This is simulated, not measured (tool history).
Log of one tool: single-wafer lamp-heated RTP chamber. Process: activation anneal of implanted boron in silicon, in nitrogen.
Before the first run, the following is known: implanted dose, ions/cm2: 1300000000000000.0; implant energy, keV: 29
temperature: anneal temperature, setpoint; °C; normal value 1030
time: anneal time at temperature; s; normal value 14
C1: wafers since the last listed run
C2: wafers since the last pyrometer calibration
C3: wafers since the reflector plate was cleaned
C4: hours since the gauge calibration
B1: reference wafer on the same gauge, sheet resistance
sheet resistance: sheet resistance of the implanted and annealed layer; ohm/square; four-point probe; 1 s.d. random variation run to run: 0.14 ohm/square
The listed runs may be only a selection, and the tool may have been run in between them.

run 1 hour=0 | temperature=1030 time=18 | C1=0 C2=2763 C3=4170 C4=184.5 | B1=112.49 | sheet_resistance=94.2
run 2 hour=65.9 | temperature=1030 time=14 | C1=880 C2=3644 C3=5050 C4=250.4 | B1=112.48 | sheet_resistance=94.63
-- hour=106.8 reflector plate cleaned
run 3 hour=126.2 | temperature=1030 time=14 | C1=698 C2=4342 C3=258 C4=310.7 | B1=112.48 | sheet_resistance=94.78
run 4 hour=180.3 | temperature=1030 time=14 | C1=722 C2=5065 C3=981 C4=364.8 | B1=112.48 | sheet_resistance=94.61
run 5 hour=229.1 | temperature=1030 time=14 | C1=651 C2=5717 C3=1633 C4=413.6 | B1=112.53 | sheet_resistance=94.87
run 6 hour=266.3 | temperature=1030 time=14 | C1=496 C2=6214 C3=2130 C4=450.8 | B1=112.51 | sheet_resistance=94.58
run 7 hour=301.1 | temperature=1030 time=14 | C1=464 C2=6679 C3=2595 C4=485.6 | B1=112.54 | sheet_resistance=94.5
run 8 hour=355.8 | temperature=1030 time=14 | C1=730 C2=7410 C3=3326 C4=540.3 | B1=112.53 | sheet_resistance=94.46
-- hour=371.8 gauge calibrated
-- hour=404 pyrometer window cleaned and pyrometer calibrated
run 9 hour=414.4 | temperature=1030 time=14 | C1=675 C2=139 C3=4002 C4=42.6 | B1=112.55 | sheet_resistance=95.26
run 10 hour=449.9 | temperature=1050 time=14 | C1=474 C2=613 C3=4476 C4=78.1 | B1=112.49 | sheet_resistance=94.08
run 11 hour=516.7 | temperature=1040 time=6 | C1=892 C2=1505 C3=5368 C4=144.9 | B1=112.49 | sheet_resistance=95.05
run 12 hour=552.3 | temperature=1030 time=17 | C1=475 C2=1981 C3=5844 C4=180.5 | B1=112.53 | sheet_resistance=94.63
-- hour=594.4 reflector plate cleaned
run 13 hour=621.2 | temperature=1043 time=14 | C1=813 C2=2795 C3=358 C4=249.4 | B1=112.52 | sheet_resistance=94.17
run 14 hour=649.9 | temperature=1030 time=8 | C1=383 C2=3178 C3=742 C4=278.1 | B1=112.58 | sheet_resistance=95.58
run 15 hour=706.5 | temperature=1004 time=21 | C1=756 C2=3934 C3=1498 C4=334.7 | B1=112.5 | sheet_resistance=97.07
run 16 hour=752 | temperature=1043 time=14 | C1=607 C2=4542 C3=2106 C4=380.2 | B1=112.5 | sheet_resistance=93.97
run 17 hour=807.8 | temperature=1030 time=14 | C1=745 C2=5287 C3=2851 C4=436 | B1=112.56 | sheet_resistance=94.64
run 18 hour=855.7 | temperature=1014 time=8 | C1=639 C2=5927 C3=3491 C4=483.9 | B1=112.49 | sheet_resistance=96.73
-- hour=858.9 gauge calibrated
run 19 hour=916.9 | temperature=1044 time=17 | C1=817 C2=6745 C3=4309 C4=58 | B1=112.49 | sheet_resistance=93.57
run 20 hour=981.6 | temperature=1004 time=14 | C1=864 C2=7609 C3=5173 C4=122.7 | B1=112.53 | sheet_resistance=96.93

Branching from run 20: 3 alternative next runs. What would each branch give?
run A hour=982 | temperature=1030 time=14 | C1=5 C2=7615 C3=5178 C4=123.1 | B1=? | sheet_resistance=?
run B hour=982 | temperature=1030 time=12 | C1=5 C2=7615 C3=5178 C4=123.1 | B1=? | sheet_resistance=?
run C hour=982 | temperature=1014 time=7 | C1=5 C2=7615 C3=5178 C4=123.1 | B1=? | sheet_resistance=?

run=A B1=112.48 sheet_resistance=94.29
run=B B1=112.48 sheet_resistance=94.45
run=C B1=112.48 sheet_resistance=96.3
Stripped of hidden state, with their random variation kept, the same runs would have yielded:
run=A sheet_resistance=95.7
run=B sheet_resistance=95.88
run=C sheet_resistance=99.2

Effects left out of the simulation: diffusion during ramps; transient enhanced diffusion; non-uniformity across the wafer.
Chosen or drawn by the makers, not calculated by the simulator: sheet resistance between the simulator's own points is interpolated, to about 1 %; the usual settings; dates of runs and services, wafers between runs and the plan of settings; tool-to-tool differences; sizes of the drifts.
